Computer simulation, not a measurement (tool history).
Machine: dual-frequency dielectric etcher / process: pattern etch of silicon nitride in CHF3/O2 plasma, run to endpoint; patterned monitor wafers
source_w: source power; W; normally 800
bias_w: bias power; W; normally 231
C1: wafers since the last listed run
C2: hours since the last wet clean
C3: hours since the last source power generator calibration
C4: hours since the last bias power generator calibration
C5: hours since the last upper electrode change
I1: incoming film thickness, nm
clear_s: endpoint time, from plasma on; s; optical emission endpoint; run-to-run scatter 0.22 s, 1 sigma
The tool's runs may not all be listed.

run 1 hour=0 | source_w=940 bias_w=231 | C1=0 C2=386.8 C3=4853.5 C4=2421.3 C5=5216.2 | I1=83.3 | clear_s=47.3
run 2 hour=46.7 | source_w=800 bias_w=251 | C1=441 C2=433.5 C3=4900.2 C4=2468 C5=5262.9 | I1=82.4 | clear_s=47.3
run 3 hour=59.3 | source_w=800 bias_w=251 | C1=119 C2=446.1 C3=4912.8 C4=2480.6 C5=5275.5 | I1=82.3 | clear_s=47.9
run 4 hour=67.1 | source_w=800 bias_w=251 | C1=73 C2=453.9 C3=4920.6 C4=2488.4 C5=5283.3 | I1=83.3 | clear_s=48.5
run 5 hour=84.5 | source_w=800 bias_w=231 | C1=164 C2=471.3 C3=4938 C4=2505.8 C5=5300.7 | I1=82.6 | clear_s=49.7
run 6 hour=91.7 | source_w=800 bias_w=231 | C1=68 C2=478.5 C3=4945.2 C4=2513 C5=5307.9 | I1=82.5 | clear_s=49.5
-- hour=121.1 wet clean of the chamber
run 7 hour=121.6 | source_w=800 bias_w=231 | C1=55 C2=0.5 C3=4975.1 C4=2542.9 C5=5337.8 | I1=83 | clear_s=50
run 8 hour=121.9 | source_w=800 bias_w=231 | C1=2 C2=0.8 C3=4975.4 C4=2543.2 C5=5338.1 | I1=83.5 | clear_s=50.2
-- hour=146.2 bias power generator calibrated
-- hour=161.6 upper electrode replaced
run 9 hour=162.1 | source_w=800 bias_w=231 | C1=196 C2=41 C3=5015.6 C4=15.9 C5=0.5 | I1=83 | clear_s=49.5
run 10 hour=193.9 | source_w=800 bias_w=231 | C1=300 C2=72.8 C3=5047.4 C4=47.7 C5=32.3 | I1=82.5 | clear_s=49.5
run 11 hour=203.9 | source_w=970 bias_w=202 | C1=94 C2=82.8 C3=5057.4 C4=57.7 C5=42.3 | I1=83 | clear_s=49.8
-- hour=219 source power generator calibrated
run 12 hour=219.9 | source_w=960 bias_w=231 | C1=113 C2=98.8 C3=0.9 C4=73.7 C5=58.3 | I1=83.1 | clear_s=46.8
run 13 hour=233.9 | source_w=710 bias_w=257 | C1=132 C2=112.8 C3=14.9 C4=87.7 C5=72.3 | I1=82.8 | clear_s=48.8
run 14 hour=282.6 | source_w=610 bias_w=180 | C1=460 C2=161.5 C3=63.6 C4=136.4 C5=121 | I1=83.9 | clear_s=62
run 15 hour=294 | source_w=920 bias_w=200 | C1=107 C2=172.9 C3=75 C4=147.8 C5=132.4 | I1=82.5 | clear_s=51.1
run 16 hour=305.3 | source_w=740 bias_w=194 | C1=106 C2=184.2 C3=86.3 C4=159.1 C5=143.7 | I1=82.9 | clear_s=55.5
run 17 hour=323.2 | source_w=700 bias_w=192 | C1=169 C2=202.1 C3=104.2 C4=177 C5=161.6 | I1=83.6 | clear_s=57.4
run 18 hour=332.7 | source_w=800 bias_w=231 | C1=89 C2=211.6 C3=113.7 C4=186.5 C5=171.1 | I1=83.2 | clear_s=49.9
run 19 hour=355.5 | source_w=800 bias_w=231 | C1=215 C2=234.4 C3=136.5 C4=209.3 C5=193.9 | I1=81.8 | clear_s=49.1
run 20 hour=372.5 | source_w=720 bias_w=274 | C1=160 C2=251.4 C3=153.5 C4=226.3 C5=210.9 | I1=83.3 | clear_s=48

Here are 5 independent what-if runs from the current tool condition. What would each one return?
run A hour=372.9 | source_w=800 bias_w=286 | C1=3 C2=251.8 C3=153.9 C4=226.7 C5=211.3 | I1=82.7 | clear_s=?
run B hour=372.9 | source_w=800 bias_w=214 | C1=3 C2=251.8 C3=153.9 C4=226.7 C5=211.3 | I1=82.7 | clear_s=?
run C hour=372.9 | source_w=670 bias_w=231 | C1=3 C2=251.8 C3=153.9 C4=226.7 C5=211.3 | I1=82.7 | clear_s=?
run D hour=372.9 | source_w=660 bias_w=254 | C1=3 C2=251.8 C3=153.9 C4=226.7 C5=211.3 | I1=82.7 | clear_s=?
run E hour=372.9 | source_w=650 bias_w=231 | C1=3 C2=251.8 C3=153.9 C4=226.7 C5=211.3 | I1=82.7 | clear_s=?

run=A clear_s=45
run=B clear_s=51.5
run=C clear_s=52.6
run=D clear_s=50.5
run=E clear_s=53.1
With the hidden condition removed and each run's random variation left untouched, the same runs would have given:
run=A clear_s=45
run=B clear_s=51.5
run=C clear_s=52.6
run=D clear_s=50.5
run=E clear_s=53.1
